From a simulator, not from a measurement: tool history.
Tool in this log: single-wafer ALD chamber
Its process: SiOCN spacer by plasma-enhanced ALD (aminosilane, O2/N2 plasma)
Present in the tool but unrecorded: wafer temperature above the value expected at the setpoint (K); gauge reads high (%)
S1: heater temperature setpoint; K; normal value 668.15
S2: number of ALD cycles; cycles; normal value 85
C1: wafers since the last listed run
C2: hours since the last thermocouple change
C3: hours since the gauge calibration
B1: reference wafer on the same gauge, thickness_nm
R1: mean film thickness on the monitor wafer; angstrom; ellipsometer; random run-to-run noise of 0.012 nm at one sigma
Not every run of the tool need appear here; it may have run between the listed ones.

run	day	S1	S2	C1	C2	C3	B1	R1
1	0.000	668.15	85	0	1875.7	98.7	5.409	48.17
2	0.933	668.15	85	95	1898.1	121.1	5.415	48.14
3	2.188	668.15	85	128	1928.2	151.2	5.410	48.12
4	3.554	668.15	85	140	1961.0	184.0	5.409	48.13
5	4.733	668.15	85	121	1989.3	212.3	5.413	48.26
6	6.083	676.15	85	138	2021.7	244.7	5.410	47.84
7	6.983	676.15	85	92	2043.3	266.3	5.406	47.85
8	7.817	676.15	85	85	2063.3	286.3	5.413	47.68
9	8.600	668.15	85	80	2082.1	305.1	5.416	48.08
10	11.288	668.15	85	276	2146.6	369.6	5.407	48.28
11	12.512	668.15	85	125	2176.0	399.0	5.412	48.02
12	13.967	668.15	93	149	2210.9	433.9	5.413	52.76
13	17.062	678.15	85	318	2285.2	508.2	5.410	47.37
14	17.596	678.15	85	54	2298.0	521.0	5.411	47.56
15	19.025	678.15	85	146	2332.3	555.3	5.408	47.30
16	22.154	668.15	85	321	2407.4	630.4	5.413	48.37
17	23.054	668.15	85	92	2429.0	652.0	5.413	48.11
18	24.479	668.15	85	146	2463.2	686.2	5.415	47.97
# day 25.462: thermocouple changed; heater temperature recalibrated
19	25.842	668.15	85	105	9.1	718.9	5.411	48.10
20	27.104	654.15	96	129	39.4	749.2	5.410	54.47
21	27.992	675.15	100	91	60.7	770.5	5.406	56.25
22	29.333	668.15	76	137	92.9	802.7	5.413	43.02
23	29.950	672.15	85	63	107.7	817.5	5.412	48.05
24	30.767	668.15	85	83	127.3	837.1	5.414	48.20
25	32.033	668.15	85	130	157.7	867.5	5.412	48.29
# day 33.217: gauge calibrated
26	33.467	657.15	81	147	192.1	6.0	5.407	45.99
27	34.838	659.15	71	140	225.0	38.9	5.408	40.20
28	35.821	678.15	77	101	248.6	62.5	5.412	42.98
29	36.604	668.15	85	80	267.4	81.3	5.408	48.22
30	37.896	661.15	73	132	298.4	112.3	5.408	41.47
31	39.038	668.15	85	117	325.8	139.7	5.414	48.09
32	39.738	668.15	85	71	342.6	156.5	5.412	48.04
33	40.250	676.15	85	52	354.9	168.8	5.418	47.94
34	41.158	664.15	91	93	376.7	190.6	5.415	51.75
35	41.867	661.15	77	72	393.7	207.6	5.406	43.36
36	43.217	683.15	100	138	426.1	240.0	5.407	54.98
37	44.058	655.15	75	86	446.3	260.2	5.403	42.41
38	45.112	657.15	98	108	471.6	285.5	5.407	55.86

Consider 5 possible next runs. They are alternatives, not a sequence: every one starts from the tool as it was left by run 38. What does each give?
A	45.138	673.15	85	2	472.2	286.1	?	?
B	45.138	678.15	79	2	472.2	286.1	?	?
C	45.138	663.15	76	2	472.2	286.1	?	?
D	45.138	661.15	85	2	472.2	286.1	?	?
E	45.138	678.15	101	2	472.2	286.1	?	?

run	B1	R1
A	5.408	48.30
B	5.408	44.20
C	5.408	43.20
D	5.408	48.31
E	5.408	56.51
The same runs, with their run-to-run variation unchanged, on a tool lacking any hidden condition would have given:
run	R1
A	48.30
B	44.20
C	43.20
D	48.31
E	56.51
